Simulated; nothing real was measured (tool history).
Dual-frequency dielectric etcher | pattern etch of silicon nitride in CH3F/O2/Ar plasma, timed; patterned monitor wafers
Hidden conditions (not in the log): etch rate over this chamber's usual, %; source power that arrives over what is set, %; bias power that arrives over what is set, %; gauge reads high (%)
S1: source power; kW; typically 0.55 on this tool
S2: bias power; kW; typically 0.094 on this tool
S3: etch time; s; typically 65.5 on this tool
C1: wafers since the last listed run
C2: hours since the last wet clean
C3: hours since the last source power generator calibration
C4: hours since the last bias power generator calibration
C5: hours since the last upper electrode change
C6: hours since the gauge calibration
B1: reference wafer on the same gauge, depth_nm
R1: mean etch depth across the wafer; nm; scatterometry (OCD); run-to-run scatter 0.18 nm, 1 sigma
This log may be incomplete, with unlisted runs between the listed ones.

Run 1, hour 0: usual settings; C1 0; C2 320; C3 1760.2; C4 1302.2; C5 5090.7; C6 584; B1 70.9. Result: R1 61.5 nm.
At hour 41.3: wet clean of the chamber.
Run 2, hour 168.1: usual settings; C1 1331; C2 126.8; C3 1928.3; C4 1470.3; C5 5258.8; C6 752.1; B1 70.9. Result: R1 60.4 nm.
Run 3, hour 253.5: usual settings; C1 789; C2 212.2; C3 2013.7; C4 1555.7; C5 5344.2; C6 837.5; B1 70.8. Result: R1 60.8 nm.
Run 4, hour 338.1: usual settings; C1 781; C2 296.8; C3 2098.3; C4 1640.3; C5 5428.8; C6 922.1; B1 70.8. Result: R1 61.4 nm.
Run 5, hour 389.1: usual settings; C1 471; C2 347.8; C3 2149.3; C4 1691.3; C5 5479.8; C6 973.1; B1 70.9. Result: R1 61.7 nm.
At hour 465.2: wet clean of the chamber.
Run 6, hour 465.7: usual settings but S1 0.51 kW, S3 59.5 s; C1 486; C2 0.5; C3 2225.9; C4 1767.9; C5 5556.4; C6 1049.7; B1 70.9. Result: R1 53.1 nm.
Run 7, hour 545: usual settings but S1 0.51 kW, S3 59.5 s; C1 732; C2 79.8; C3 2305.2; C4 1847.2; C5 5635.7; C6 1129; B1 70.9. Result: R1 54 nm.
At hour 588.6: upper electrode replaced.
Run 8, hour 666.2: usual settings but S1 0.51 kW, S3 59.5 s; C1 898; C2 201; C3 2426.4; C4 1968.4; C5 77.6; C6 1250.2; B1 70.9. Result: R1 54.1 nm.
Run 9, hour 712.4: usual settings; C1 426; C2 247.2; C3 2472.6; C4 2014.6; C5 123.8; C6 1296.4; B1 70.8. Result: R1 61.2 nm.
At hour 804.3: wet clean of the chamber.
Run 10, hour 804.8: usual settings; C1 632; C2 0.5; C3 2565; C4 2107; C5 216.2; C6 1388.8; B1 70.8. Result: R1 59.5 nm.
Run 11, hour 841.6: usual settings but S1 0.51 kW; C1 340; C2 37.3; C3 2601.8; C4 2143.8; C5 253; C6 1425.6; B1 70.8. Result: R1 58.8 nm.
Run 12, hour 908.4: usual settings but S1 0.51 kW; C1 617; C2 104.1; C3 2668.6; C4 2210.6; C5 319.8; C6 1492.4; B1 70.9. Result: R1 58.8 nm.

Run 13 has not been measured yet. What should we expect?
Run 13, hour 1002.3: usual settings but S1 0.51 kW; C1 867; C2 198; C3 2762.5; C4 2304.5; C5 413.7; C6 1586.3; B1 ?. Result: R1 ?.

B1: 70.9
R1: 59.5 nm
With the hidden condition absent and the run-to-run variation left alone, this run would have shown R1 58.5 nm.
